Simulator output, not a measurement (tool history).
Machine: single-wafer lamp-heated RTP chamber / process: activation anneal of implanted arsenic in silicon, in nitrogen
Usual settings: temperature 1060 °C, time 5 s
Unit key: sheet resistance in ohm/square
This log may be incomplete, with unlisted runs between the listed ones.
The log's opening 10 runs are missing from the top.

| run | hour | temperature | time | read-back reference wafer on the same gauge, sheet resistance | sheet resistance |
|---|---|---|---|---|---|
|  | 796.5 | reflector plate cleaned |
| 11 | 908 | 1060 | 5 | 155.17 | 162.93 |
|  | 922.2 | pyrometer window cleaned and pyrometer calibrated |
| 12 | 969.4 | 1060 | 5 | 154.98 | 163.76 |
| 13 | 1040.1 | 1060 | 5 | 155.08 | 164.04 |
| 14 | 1077.8 | 1060 | 5 | 155.15 | 163.47 |
| 15 | 1124.3 | 1060 | 5 | 155.34 | 165.61 |
| 16 | 1172.5 | 1060 | 5 | 155.66 | 164.45 |
| 17 | 1210.9 | 1060 | 5 | 155.86 | 163.39 |
|  | 1309.9 | reflector plate cleaned |
| 18 | 1329.4 | 1039 | 3 | 156.06 | 169.91 |
|  | 1504 | pyrometer window cleaned and pyrometer calibrated |
| 19 | 1616.3 | 1045 | 7 | 156.68 | 166.99 |
| 20 | 1674.7 | 1060 | 5 | 156.93 | 164.91 |
| 21 | 1758.1 | 1044 | 7 | 156.85 | 166 |
| 22 | 1804.8 | 1076 | 6 | 157.33 | 163.31 |
|  | 1857.8 | gauge calibrated |
|  | 1877.6 | reflector plate cleaned |
| 23 | 1888.9 | 1060 | 8 | 151.82 | 156.6 |
| 24 | 1996.9 | 1037 | 5 | 151.82 | 162.38 |
| 25 | 2049.5 | 1060 | 5 | 152.26 | 160.98 |
| 26 | 2112.2 | 1069 | 6 | 151.67 | 157.79 |
|  | 2123.7 | pyrometer window cleaned and pyrometer calibrated |
| 27 | 2208.5 | 1088 | 3 | 151.65 | 160.07 |
| 28 | 2268.9 | 1033 | 3 | 151.88 | 166.21 |
| 29 | 2335.3 | 1072 | 6 | 151.94 | 157.51 |
| 30 | 2436.1 | 1041 | 3 | 152.05 | 166.49 |
| 31 | 2481.9 | 1068 | 4 | 151.7 | 159.51 |
|  | 2503.5 | reflector plate cleaned |
| 32 | 2524.8 | 1076 | 6 | 152.01 | 156.73 |
| 33 | 2602.1 | 1060 | 5 | 152.37 | 159.75 |
|  | 2627.3 | pyrometer window cleaned and pyrometer calibrated |
| 34 | 2662.2 | 1060 | 7 | 152.24 | 158.23 |
| 35 | 2714.9 | 1060 | 5 | 152.13 | 160.18 |

5 ways to go on from here, each from the tool as it stands after run 35. What would each give?
| A | 2715.3 | 1060 | 5 | ? | ? |
| B | 2715.3 | 1035 | 5 | ? | ? |
| C | 2715.3 | 1032 | 5 | ? | ? |
| D | 2715.3 | 1060 | 3 | ? | ? |
| E | 2715.3 | 1080 | 5 | ? | ? |

| run | read-back reference wafer on the same gauge, sheet resistance | sheet resistance |
|---|---|---|
| A | 151.89 | 160.34 |
| B | 151.89 | 163.36 |
| C | 151.89 | 163.73 |
| D | 151.89 | 163.13 |
| E | 151.89 | 157.96 |
Had the tool no hidden state, the same runs would have come out as:
| run | sheet resistance |
|---|---|
| A | 160.12 |
| B | 163.13 |
| C | 163.5 |
| D | 162.9 |
| E | 157.74 |

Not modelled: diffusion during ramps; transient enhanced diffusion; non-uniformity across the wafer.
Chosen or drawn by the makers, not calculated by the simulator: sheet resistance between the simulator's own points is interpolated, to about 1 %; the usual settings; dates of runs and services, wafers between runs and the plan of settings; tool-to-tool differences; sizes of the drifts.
